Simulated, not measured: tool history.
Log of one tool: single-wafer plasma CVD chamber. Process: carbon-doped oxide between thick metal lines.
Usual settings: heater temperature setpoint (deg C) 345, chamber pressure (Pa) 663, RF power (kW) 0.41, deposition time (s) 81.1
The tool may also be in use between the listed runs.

run	hour	heater temperature setpoint (deg C)	chamber pressure (Pa)	RF power (kW)	deposition time (s)	wafers since the last listed run	hours since the last thermocouple change	hours since the last RF generator calibration	hours since the last manometer calibration	hours since the showerhead was replaced	hours since the gauge calibration	read-back reference wafer on the same gauge, thickness_nm	mean film thickness on the monitor wafer (Å)
1	0	345	663	0.41	81.1	0	1814.2	309.7	1902.8	2052.2	448.1	435.533	3666.44
2	39.9	345	663	0.41	81.1	793	1854.1	349.6	1942.7	2092.1	488	435.975	3683.43
3	121.3	345	663	0.41	81.1	1619	1935.5	431	2024.1	2173.5	569.4	435.813	3666.94
4	205.9	345	663	0.41	74.6	1683	2020.1	515.6	2108.7	2258.1	654	435.635	3373.87
5	279.3	345	663	0.41	74.6	1460	2093.5	589	2182.1	2331.5	727.4	435.804	3348.36
6	580.7	353	663	0.35	81.1	5996	2394.9	890.4	2483.5	2632.9	1028.8	435.904	3234.33
7	675.9	353	663	0.35	81.1	1894	2490.1	985.6	2578.7	2728.1	1124	435.736	3247.44
8	725.7	353	663	0.35	81.1	990	2539.9	1035.4	2628.5	2777.9	1173.8	435.875	3244.49
9	764.5	345	663	0.41	81.1	771	2578.7	1074.2	2667.3	2816.7	1212.6	436.014	3627.88
10	815.1	342	663	0.41	81.1	1006	2629.3	1124.8	2717.9	2867.3	1263.2	436.41	3650.87
11	888.4	342	663	0.41	81.1	1458	2702.6	1198.1	2791.2	2940.6	1336.5	435.97	3665.02
12	995.6	345	663	0.43	81.1	2132	2809.8	1305.3	2898.4	3047.8	1443.7	436.048	3727.4
# hour 1086.6: thermocouple changed; heater temperature recalibrated
# hour 1163.4: showerhead replaced
13	1163.9	345	663	0.41	81.1	3030	77.3	1473.6	3066.7	0.5	1612	435.791	3699.79
# hour 1188.8: capacitance manometer re-zeroed and calibrated
14	1324.4	358	663	0.485	76.5	3034	237.8	1634.1	135.6	161	1772.5	436.572	3696.79
# hour 1349.9: gauge calibrated
15	1407.9	330	663	0.41	71.5	1661	321.3	1717.6	219.1	244.5	58	435.858	3406.4
16	1461.4	345	515	0.44	81.1	1064	374.8	1771.1	272.6	298	111.5	435.906	3691.79
17	1550.3	345	663	0.41	81.1	1768	463.7	1860	361.5	386.9	200.4	435.666	3654.98
# hour 1616: RF generator calibrated
18	1618.9	332	663	0.41	70.7	1205	532.3	2.9	430.1	455.5	269	435.999	3395.47
19	1726.4	359	663	0.41	85.5	2138	639.8	110.4	537.6	563	376.5	435.998	3751.81
20	1806.9	352	663	0.41	94.2	1601	720.3	190.9	618.1	643.5	457	436.368	4216.44
21	2009	345	663	0.41	89.2	4020	922.4	393	820.2	845.6	659.1	435.526	4036.77
22	2078.6	345	663	0.41	81.1	1384	992	462.6	889.8	915.2	728.7	436.166	3653.65
23	2180	331	527	0.445	70.5	2017	1093.4	564	991.2	1016.6	830.1	435.581	3405.43
24	2253.1	345	529	0.41	81.1	1454	1166.5	637.1	1064.3	1089.7	903.2	436.216	3562.07

5 ways to go on from here, each from the tool as it stands after run 24. What would each give?
A	2253.5	345	663	0.41	81.1	7	1166.9	637.5	1064.7	1090.1	903.6	?	?
B	2253.5	331	784	0.41	81.1	7	1166.9	637.5	1064.7	1090.1	903.6	?	?
C	2253.5	345	768	0.375	85.3	7	1166.9	637.5	1064.7	1090.1	903.6	?	?
D	2253.5	359	663	0.41	81.1	7	1166.9	637.5	1064.7	1090.1	903.6	?	?
E	2253.5	351	760	0.41	81.1	7	1166.9	637.5	1064.7	1090.1	903.6	?	?

run	read-back reference wafer on the same gauge, thickness_nm	mean film thickness on the monitor wafer (Å)
A	435.672	3675.56
B	435.672	3921.31
C	435.672	3732.45
D	435.672	3539.46
E	435.672	3675.61
Without the tool's hidden state the same runs would have given:
run	mean film thickness on the monitor wafer (Å)
A	3785.88
B	4046.36
C	3847.4
D	3637.91
E	3781.85

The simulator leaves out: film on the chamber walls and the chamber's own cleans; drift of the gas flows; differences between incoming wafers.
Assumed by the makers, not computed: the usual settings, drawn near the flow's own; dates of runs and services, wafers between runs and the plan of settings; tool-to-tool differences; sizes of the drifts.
